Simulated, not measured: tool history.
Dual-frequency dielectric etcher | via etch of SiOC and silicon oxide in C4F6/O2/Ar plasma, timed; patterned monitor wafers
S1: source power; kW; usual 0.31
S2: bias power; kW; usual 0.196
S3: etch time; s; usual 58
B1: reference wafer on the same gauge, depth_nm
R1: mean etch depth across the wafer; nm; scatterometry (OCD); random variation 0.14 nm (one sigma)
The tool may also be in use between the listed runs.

run,day,S1,S2,S3,B1,R1
1,0,0.31,0.183,58,54.7,58.8
2,1.021,0.31,0.183,58,54.7,59.1
3,4.017,0.31,0.183,58,54.7,59.1
4,6.5,0.31,0.233,58,54.7,63.1
5,7.612,0.31,0.233,58,54.7,62.7
6,8.988,0.31,0.168,58,54.7,57.9
7,11.121,0.31,0.168,58,54.7,57.8
8,13.475,0.31,0.196,58,54.7,60
9,16.388,0.31,0.196,58,54.7,60.1
# day 16.654: gauge calibrated
# day 18.004: wet clean of the chamber
10,18.25,0.31,0.196,58,54.7,60.3
11,19.996,0.31,0.196,58,54.7,60.2
12,22.262,0.31,0.222,74.5,54.7,80.1
13,24.175,0.28,0.163,49,54.7,47
# day 26.808: bias power generator calibrated
# day 26.854: source power generator calibrated
14,26.871,0.31,0.196,58,54.7,60.8
15,28.079,0.31,0.183,58,54.7,59.7
16,29.792,0.31,0.196,52.5,54.7,55.1
17,31.021,0.31,0.233,58,54.7,63.6
# day 32.238: upper electrode replaced
# day 33.433: source power generator calibrated, repeated, since the last time left the tool worse
18,33.529,0.31,0.196,58,54.7,59.5
19,36.425,0.31,0.243,58,54.7,63
20,38.604,0.37,0.153,72.5,54.7,75
21,40.046,0.27,0.196,75,54.7,73.7
22,42.733,0.36,0.183,44.5,54.7,47.5

Forecast each of these 3 alternatives for the next run:
A,42.75,0.38,0.196,58,?,?
B,42.75,0.24,0.196,58,?,?
C,42.75,0.39,0.196,58,?,?

run,B1,R1
A,54.7,64.2
B,54.7,54.8
C,54.7,64.8
Without the tool's hidden state the same runs would have given:
run,R1
A,64.2
B,54.8
C,64.8
